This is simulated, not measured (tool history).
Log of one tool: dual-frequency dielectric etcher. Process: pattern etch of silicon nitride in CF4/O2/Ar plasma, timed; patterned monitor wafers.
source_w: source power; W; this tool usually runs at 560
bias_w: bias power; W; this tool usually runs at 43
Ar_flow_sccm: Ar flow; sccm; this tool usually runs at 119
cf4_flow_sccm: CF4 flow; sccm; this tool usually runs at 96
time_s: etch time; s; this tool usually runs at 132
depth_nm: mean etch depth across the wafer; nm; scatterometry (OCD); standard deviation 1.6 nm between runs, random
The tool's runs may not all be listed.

run,hour,source_w,bias_w,Ar_flow_sccm,cf4_flow_sccm,time_s,"read-back reference wafer on the same gauge, depth_nm",depth_nm
1,0,560,46,119,96,155.5,226.5,289.7
2,56.7,560,43,119,96,144.5,226.7,267
3,110.4,560,43,119,96,132,226.9,242.6
4,138.4,560,43,104,96,132,227.4,245.7
5,204.3,560,43,104,96,132,227.1,247
# hour 257.3: gauge calibrated
# hour 263.6: source power generator calibrated
6,358.5,560,43,104,96,132,227.1,245.9
# hour 409.1: upper electrode replaced
7,409.6,560,43,119,96,132,226.9,242.8
# hour 448.9: wet clean of the chamber
8,491.4,560,43,119,96,132,226.9,243.8
# hour 503.7: Ar flow controller replaced
9,516.7,560,43,97,96,154.5,227.4,291.6
# hour 533: CF4 flow controller replaced
10,548.6,560,48,119,96,162.5,227.4,307.6
# hour 581.2: bias power generator calibrated
11,587.9,560,37,119,96,132,227.5,233.9
12,645.6,500,43,119,96,154,226.9,264.9
13,702.8,560,43,104,96,132,227.3,249.1
# hour 715.6: gauge calibrated
14,727.2,430,43,119,79,147.5,226.7,217.9
15,780.4,560,43,119,96,132,226.9,246.4

Consider 4 possible next runs. They are alternatives, not a sequence: every one starts from the tool as it was left by run 15. What does each give?
A,780.9,700,43,119,96,132,?,?
B,780.9,560,47,148,96,132,?,?
C,780.9,560,43,144,102,132,?,?
D,780.9,560,33,136,89,157,?,?

run,"read-back reference wafer on the same gauge, depth_nm",depth_nm
A,227,287.5
B,227,244.9
C,227,242.4
D,227,260.3
Stripped of hidden state, with their random variation kept, the same runs would have yielded:
run,depth_nm
A,287.5
B,244.9
C,242.4
D,260.3
